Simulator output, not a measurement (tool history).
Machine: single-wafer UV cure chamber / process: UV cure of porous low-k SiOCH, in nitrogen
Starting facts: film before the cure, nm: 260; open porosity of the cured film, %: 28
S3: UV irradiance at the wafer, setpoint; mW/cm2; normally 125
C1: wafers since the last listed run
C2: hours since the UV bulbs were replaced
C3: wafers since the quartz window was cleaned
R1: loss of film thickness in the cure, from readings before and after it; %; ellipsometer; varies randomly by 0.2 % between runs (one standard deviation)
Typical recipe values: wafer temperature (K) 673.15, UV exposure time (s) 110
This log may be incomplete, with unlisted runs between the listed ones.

Run 1, day 0.000: usual settings but UV exposure time (s) 155; C1 0; C2 1728.0; C3 2434. Result: R1 12.692 %.
Run 2, day 1.471: usual settings but UV exposure time (s) 155; C1 338; C2 1763.3; C3 2773. Result: R1 12.282 %.
Run 3, day 2.183: usual settings but UV exposure time (s) 155; C1 163; C2 1780.4; C3 2937. Result: R1 12.962 %.
Run 4, day 2.758: usual settings; C1 132; C2 1794.2; C3 3069. Result: R1 10.672 %.
Run 5, day 3.821: usual settings; C1 244; C2 1819.7; C3 3313. Result: R1 10.937 %.
Run 6, day 4.921: usual settings but S3 109 mW/cm2; C1 253; C2 1846.1; C3 3566. Result: R1 9.981 %.
At day 5.538: quartz window cleaned.
Run 7, day 5.875: usual settings but S3 109 mW/cm2; C1 142; C2 1869.0; C3 77. Result: R1 11.410 %.
Run 8, day 6.575: usual settings; C1 161; C2 1885.8; C3 238. Result: R1 11.660 %.
Run 9, day 10.004: usual settings; C1 788; C2 1968.1; C3 1027. Result: R1 11.335 %.
Run 10, day 11.071: usual settings but wafer temperature (K) 687.15; C1 245; C2 1993.7; C3 1272. Result: R1 11.457 %.
Run 11, day 12.375: usual settings but wafer temperature (K) 687.15; C1 299; C2 2025.0; C3 1572. Result: R1 11.418 %.
Run 12, day 13.275: usual settings; C1 207; C2 2046.6; C3 1779. Result: R1 11.227 %.
Run 13, day 14.117: usual settings; C1 193; C2 2066.8; C3 1973. Result: R1 11.261 %.
Run 14, day 15.288: usual settings; C1 269; C2 2094.9; C3 2242. Result: R1 10.926 %.
Run 15, day 15.967: usual settings; C1 156; C2 2111.2; C3 2398. Result: R1 11.188 %.
Run 16, day 16.812: usual settings; C1 194; C2 2131.5; C3 2593. Result: R1 10.962 %.
Run 17, day 17.858: usual settings; C1 240; C2 2156.6; C3 2833. Result: R1 10.982 %.
Run 18, day 18.921: usual settings; C1 244; C2 2182.1; C3 3078. Result: R1 11.061 %.
Run 19, day 19.483: usual settings; C1 129; C2 2195.6; C3 3207. Result: R1 10.908 %.
Run 20, day 20.938: usual settings but wafer temperature (K) 678.15, UV exposure time (s) 145; C1 334; C2 2230.5; C3 3542. Result: R1 12.405 %.
At day 21.925: quartz window cleaned.
Run 21, day 21.946: usual settings but UV exposure time (s) 60, S3 154 mW/cm2; C1 155; C2 2254.7; C3 4. Result: R1 10.086 %.
Run 22, day 22.754: usual settings; C1 185; C2 2274.1; C3 190. Result: R1 11.927 %.
Run 23, day 23.617: usual settings but UV exposure time (s) 55, S3 98 mW/cm2; C1 198; C2 2294.8; C3 388. Result: R1 7.324 %.
Run 24, day 24.442: usual settings but wafer temperature (K) 679.15, UV exposure time (s) 145, S3 148 mW/cm2; C1 189; C2 2314.6; C3 578. Result: R1 13.885 %.
Run 25, day 25.275: usual settings but S3 114 mW/cm2; C1 191; C2 2334.6; C3 770. Result: R1 10.959 %.
At day 25.971: UV bulbs replaced.
Run 26, day 25.992: usual settings but wafer temperature (K) 688.15, UV exposure time (s) 60, S3 91 mW/cm2; C1 88; C2 0.5; C3 858. Result: R1 7.335 %.
Run 27, day 29.792: usual settings but wafer temperature (K) 686.15, S3 89 mW/cm2; C1 874; C2 91.7; C3 1732. Result: R1 9.650 %.
Run 28, day 30.762: usual settings but UV exposure time (s) 55, S3 104 mW/cm2; C1 223; C2 115.0; C3 1955. Result: R1 6.944 %.
Run 29, day 31.754: usual settings but wafer temperature (K) 684.15, S3 112 mW/cm2; C1 228; C2 138.8; C3 2184. Result: R1 10.658 %.
Run 30, day 32.612: usual settings but wafer temperature (K) 684.15, UV exposure time (s) 85, S3 152 mW/cm2; C1 197; C2 159.4; C3 2381. Result: R1 10.905 %.
Run 31, day 33.150: usual settings but UV exposure time (s) 65, S3 148 mW/cm2; C1 123; C2 172.3; C3 2505. Result: R1 9.279 %.
Run 32, day 34.521: usual settings; C1 315; C2 205.2; C3 2820. Result: R1 10.822 %.
Run 33, day 35.254: usual settings; C1 168; C2 222.8; C3 2989. Result: R1 10.865 %.
Run 34, day 36.417: usual settings but wafer temperature (K) 683.15, UV exposure time (s) 50, S3 140 mW/cm2; C1 267; C2 250.7; C3 3256. Result: R1 7.783 %.

Hidden condition of the tool, last listed run before each entry between runs versus first listed run after:
From run 6 to run 7: quartz window cleaned (day 5.538)
  transmission lost against a clean window, %: 21 -> 1.86
  measured result minus the result with no hidden state, R1: -1.165 -> -0.097 %
From run 20 to run 21: quartz window cleaned (day 21.925)
  transmission lost against a clean window, %: 20.2 -> 0.141
  measured result minus the result with no hidden state, R1: -1.176 -> -0.007 %
From run 25 to run 26: UV bulbs replaced (day 25.971)
  transmission lost against a clean window, %: 9.2 -> 10.6
  measured result minus the result with no hidden state, R1: -0.484 -> -0.525 %
